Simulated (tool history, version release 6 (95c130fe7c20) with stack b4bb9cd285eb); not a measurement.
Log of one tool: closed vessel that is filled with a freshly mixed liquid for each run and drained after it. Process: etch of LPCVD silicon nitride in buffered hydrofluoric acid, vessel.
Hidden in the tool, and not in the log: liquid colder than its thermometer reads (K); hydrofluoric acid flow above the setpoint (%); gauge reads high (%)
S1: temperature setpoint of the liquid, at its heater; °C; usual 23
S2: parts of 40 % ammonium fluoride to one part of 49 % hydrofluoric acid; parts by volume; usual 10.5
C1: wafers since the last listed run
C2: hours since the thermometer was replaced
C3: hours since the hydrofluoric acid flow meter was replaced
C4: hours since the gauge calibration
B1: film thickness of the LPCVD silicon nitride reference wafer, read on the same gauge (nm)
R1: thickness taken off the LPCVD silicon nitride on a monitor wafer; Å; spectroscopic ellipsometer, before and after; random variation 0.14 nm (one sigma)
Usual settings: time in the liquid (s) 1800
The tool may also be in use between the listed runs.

Run 1, day 0: usual settings; C1 0; C2 1646; C3 584.4; C4 238.5; B1 40.38. Result: R1 236.9 Å.
Run 2, day 1.467: usual settings; C1 1834; C2 1681.2; C3 619.6; C4 273.7; B1 40.43. Result: R1 236.1 Å.
Run 3, day 3.633: usual settings; C1 2709; C2 1733.2; C3 671.6; C4 325.7; B1 40.46. Result: R1 240 Å.
Run 4, day 8.129: usual settings but S1 25 °C, S2 8 parts by volume; C1 5622; C2 1841.1; C3 779.5; C4 433.6; B1 40.67. Result: R1 339.4 Å.
Run 5, day 10.112: usual settings; C1 2480; C2 1888.7; C3 827.1; C4 481.2; B1 40.74. Result: R1 237.3 Å.
Run 6, day 11.762: usual settings; C1 2063; C2 1928.3; C3 866.7; C4 520.8; B1 40.83. Result: R1 238.9 Å.
At day 12.562: gauge calibrated.
Run 7, day 13.608: usual settings but S2 13 parts by volume; C1 2308; C2 1972.6; C3 911; C4 25.1; B1 40.12. Result: R1 191.6 Å.
At day 15.512: hydrofluoric acid flow meter replaced.
Run 8, day 15.829: usual settings; C1 2725; C2 2025.9; C3 7.6; C4 78.4; B1 40.21. Result: R1 236.7 Å.
Run 9, day 17.917: usual settings but S1 21 °C, S2 7 parts by volume, time in the liquid (s) 2305; C1 2610; C2 2076; C3 57.7; C4 128.5; B1 40.27. Result: R1 396.2 Å.
Run 10, day 20.879: usual settings but S1 27.5 °C; C1 3704; C2 2147.1; C3 128.8; C4 199.6; B1 40.39. Result: R1 300.5 Å.
At day 21.104: thermometer replaced.
Run 11, day 21.904: usual settings but S1 19 °C, S2 6.5 parts by volume, time in the liquid (s) 2655; C1 1229; C2 19.2; C3 153.4; C4 224.2; B1 40.48. Result: R1 440 Å.
Run 12, day 24.458: usual settings but S1 21 °C, S2 12 parts by volume, time in the liquid (s) 2245; C1 3194; C2 80.5; C3 214.7; C4 285.5; B1 40.53. Result: R1 233.9 Å.
Run 13, day 25.792: usual settings; C1 1667; C2 112.5; C3 246.7; C4 317.5; B1 40.57. Result: R1 240.6 Å.
Run 14, day 27.325: usual settings but S1 19 °C, S2 6.5 parts by volume, time in the liquid (s) 2655; C1 1917; C2 149.3; C3 283.5; C4 354.3; B1 40.63. Result: R1 444.8 Å.
Run 15, day 29.917: usual settings but time in the liquid (s) 745; C1 3241; C2 211.5; C3 345.7; C4 416.5; B1 40.75. Result: R1 98.5 Å.

Run 16 comes next. What will it give?
Run 16, day 32.562: usual settings but S1 19.5 °C, time in the liquid (s) 995; C1 3308; C2 275; C3 409.2; C4 480; B1 ?. Result: R1 ?.

Run 16 gave B1 40.86, R1 109.9 Å.
Without the tool's hidden state the same run would have given R1 107.6 Å.
